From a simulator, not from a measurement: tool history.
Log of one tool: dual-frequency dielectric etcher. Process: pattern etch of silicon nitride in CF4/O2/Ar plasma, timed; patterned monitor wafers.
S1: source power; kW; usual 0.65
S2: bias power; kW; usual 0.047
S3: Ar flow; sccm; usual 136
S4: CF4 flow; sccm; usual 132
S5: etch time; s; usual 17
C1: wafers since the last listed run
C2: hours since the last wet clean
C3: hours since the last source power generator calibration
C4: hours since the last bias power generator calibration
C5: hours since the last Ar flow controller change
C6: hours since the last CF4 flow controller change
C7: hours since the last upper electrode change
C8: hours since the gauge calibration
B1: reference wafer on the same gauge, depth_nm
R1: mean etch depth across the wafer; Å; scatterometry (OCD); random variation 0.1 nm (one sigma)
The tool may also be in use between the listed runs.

run   hour    S1     S2   S3   S4    S5   C1     C2      C3      C4      C5      C6      C7     C8     B1     R1
  1      0  0.65  0.047  136  132    17    0   64.3  3076.4    3139  3637.6  1571.1  4731.3  511.4   34.7    381
  2   23.4  0.65  0.047  136  132    17  350   87.7  3099.8  3162.4    3661  1594.5  4754.7  534.8  34.66  380.4
      32.6  -- gauge calibrated
      55.5  -- CF4 flow controller replaced
  3   71.1  0.65  0.042  136  132  18.5  624  135.4  3147.5  3210.1  3708.7    15.6  4802.4   38.5   35.3  409.9
  4   92.2  0.65  0.042  136  132  18.5  316  156.5  3168.6  3231.2  3729.8    36.7  4823.5   59.6  35.28    412
  5  122.4  0.65  0.047  136  132    17  452  186.7  3198.8  3261.4    3760    66.9  4853.7   89.8  35.22  388.7
  6  147.5  0.65  0.047  136  132    17  376  211.8  3223.9  3286.5  3785.1      92  4878.8  114.9  35.19  387.3
     166.8  -- source power generator calibrated
  7  172.9  0.65  0.047  136  132    17  320  237.2     6.1  3311.9  3810.5   117.4  4904.2  140.3  35.16  390.1
     202.9  -- upper electrode replaced
  8  203.4  0.56  0.055  136  132    17   97  267.7    36.6  3342.4    3841   147.9     0.5  170.8  35.12  345.7
  9  219.9  0.65  0.047  136  132    17  247  284.2    53.1  3358.9  3857.5   164.4      17  187.3   35.1  386.3
       237  -- bias power generator calibrated
 10  237.5  0.65  0.047  136  121    17  203  301.8    70.7     0.5  3875.1     182    34.6  204.9  35.07  383.1
     264.4  -- Ar flow controller replaced
 11  264.9  0.65  0.053  136  132    17  320  329.2    98.1    27.9     0.5   209.4      62  232.3  35.04  401.1
 12  287.5  0.55  0.041  136  132    20  338  351.8   120.7    50.5    23.1     232    84.6  254.9  34.99  366.2
     321.7  -- wet clean of the chamber
 13  322.2  0.76  0.047  153  111    13  160    0.5   155.4    85.2    57.8   266.7   119.3  289.6  34.95  336.5
 14  344.2  0.65  0.047  111  132    15  329   22.5   177.4   107.2    79.8   288.7   141.3  311.6  34.94  348.1
 15  365.9  0.65  0.044  136  151    19  325   44.2   199.1   128.9   101.5   310.4     163  333.3  34.89    428
 16  384.9  0.65  0.047  136  132    17  284   63.2   218.1   147.9   120.5   329.4     182  352.3  34.86    383
 17  405.6  0.65  0.047  161  132  20.5  310   83.9   238.8   168.6   141.2   350.1   202.7    373  34.83  455.7
 18  425.6  0.65  0.037  147  132    17  299  103.9   258.8   188.6   161.2   370.1   222.7    393  34.81    357
 19  448.1  0.65  0.047  136  132    17  337  126.4   281.3   211.1   183.7   392.6   245.2  415.5  34.77  382.9
 20  472.6  0.65  0.056  167  100    13  367  150.9   305.8   235.6   208.2   417.1   269.7    440  34.75  292.7
 21  485.7  0.65  0.047  136  132    17  196    164   318.9   248.7   221.3   430.2   282.8  453.1  34.73  384.1

Forecast each of these 4 alternatives for the next run:
  A  486.1  0.65  0.047  117  132    17   5  164.4  319.3  249.1  221.7  430.6  283.2  453.5   ?   ?
  B  486.1  0.65  0.047  136  150  14.5   5  164.4  319.3  249.1  221.7  430.6  283.2  453.5   ?   ?
  C  486.1  0.65  0.059  156  132    17   5  164.4  319.3  249.1  221.7  430.6  283.2  453.5   ?   ?
  D  486.1  0.65  0.051  149  132    17   5  164.4  319.3  249.1  221.7  430.6  283.2  453.5   ?   ?

run     B1     R1
  A  34.73  390.5
  B  34.73  331.7
  C  34.73  404.3
  D  34.73    389
Without the tool's hidden state the same runs would have given:
run     R1
  A    397
  B  337.2
  C  411.1
  D  395.4
